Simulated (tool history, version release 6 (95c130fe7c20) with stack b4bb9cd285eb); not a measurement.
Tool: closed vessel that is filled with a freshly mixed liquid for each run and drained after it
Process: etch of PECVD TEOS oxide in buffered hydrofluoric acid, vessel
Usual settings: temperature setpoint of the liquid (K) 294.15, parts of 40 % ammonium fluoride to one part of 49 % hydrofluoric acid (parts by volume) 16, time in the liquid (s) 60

| run | hour | temperature setpoint of the liquid (K) | parts of 40 % ammonium fluoride to one part of 49 % hydrofluoric acid (parts by volume) | time in the liquid (s) | read-back film thickness of the PECVD TEOS oxide reference wafer, read on the same gauge (nm) | thickness taken off the PECVD TEOS oxide on a monitor wafer (angstrom) |
|---|---|---|---|---|---|---|
| 1 | 0 | 294.15 | 16 | 60 | 140.02 | 780.2 |
| 2 | 26.9 | 294.15 | 16 | 60 | 139.99 | 789.8 |
| 3 | 59.7 | 294.15 | 16 | 60 | 140 | 787.9 |
| 4 | 90.1 | 291.15 | 16 | 60 | 139.98 | 665.9 |
| 5 | 134.7 | 294.15 | 16 | 60 | 139.98 | 773.9 |
| 6 | 247.6 | 294.15 | 16 | 60 | 140 | 783.9 |
| 7 | 293 | 294.15 | 16 | 60 | 139.99 | 783.6 |
| 8 | 330.6 | 294.15 | 16 | 60 | 140 | 788.1 |
| 9 | 393 | 294.15 | 16 | 60 | 139.98 | 793.4 |
| 10 | 443.8 | 294.15 | 16 | 60 | 140.01 | 795.4 |
| 11 | 511.9 | 294.15 | 16 | 70 | 140 | 932.6 |
| 12 | 551.8 | 294.15 | 16 | 70 | 139.98 | 926.5 |
| 13 | 584.7 | 294.15 | 16 | 70 | 139.99 | 929.3 |
| 14 | 609.2 | 294.15 | 16 | 60 | 139.99 | 801.3 |
| 15 | 800.4 | 294.15 | 18 | 75 | 140.02 | 886.5 |
| 16 | 1006.3 | 296.15 | 16 | 60 | 140.02 | 891.6 |
| 17 | 1057.9 | 296.65 | 14 | 90 | 140 | 1564.5 |
| 18 | 1115 | 298.15 | 16 | 60 | 139.99 | 991.9 |
| 19 | 1156.6 | 294.15 | 18.5 | 90 | 140.02 | 1037.4 |
| 20 | 1196.7 | 294.15 | 16 | 60 | 140.01 | 799.4 |
| 21 | 1240 | 294.15 | 12.5 | 60 | 140.02 | 988.6 |
| 22 | 1304.2 | 294.15 | 10 | 60 | 139.96 | 1213.3 |
| 23 | 1368.9 | 292.65 | 16 | 60 | 140 | 723.1 |
| 24 | 1438 | 294.15 | 16 | 60 | 140.02 | 781.9 |
| 25 | 1474.2 | 290.65 | 19 | 60 | 139.97 | 534.7 |
| 26 | 1513.9 | 294.15 | 16 | 60 | 139.99 | 773.4 |
| 27 | 1565.5 | 294.15 | 16 | 85 | 140.01 | 1106.5 |
| 28 | 1610.5 | 294.15 | 17.5 | 80 | 140 | 958.3 |
| 29 | 1672.2 | 294.15 | 16 | 60 | 139.97 | 787.1 |
| 30 | 1780 | 295.65 | 14 | 60 | 139.99 | 971.8 |
| 31 | 1806.8 | 294.15 | 16 | 80 | 140.01 | 1052.9 |

Taken out of this log: 3 entries between the listed runs. Where each belongs, and how the hidden state differs across it:
Between runs 14 and 15: gauge calibrated (hour 644.1)
  hydrofluoric acid flow above the setpoint (%): 2.31 -> 2.68
  measured less the result without the state, thickness taken off the PECVD TEOS oxide on a monitor wafer (angstrom): +17.9 -> +22.8
Between runs 20 and 21: hydrofluoric acid flow meter replaced (hour 1222.9)
  hydrofluoric acid flow above the setpoint (%): 3.43 -> 0.39
  measured less the result without the state, thickness taken off the PECVD TEOS oxide on a monitor wafer (angstrom): +26.1 -> +3.8
Between runs 21 and 22: thermometer replaced (hour 1277.4)
  hydrofluoric acid flow above the setpoint (%): 0.39 -> 0.512
  measured less the result without the state, thickness taken off the PECVD TEOS oxide on a monitor wafer (angstrom): +3.8 -> +3.9
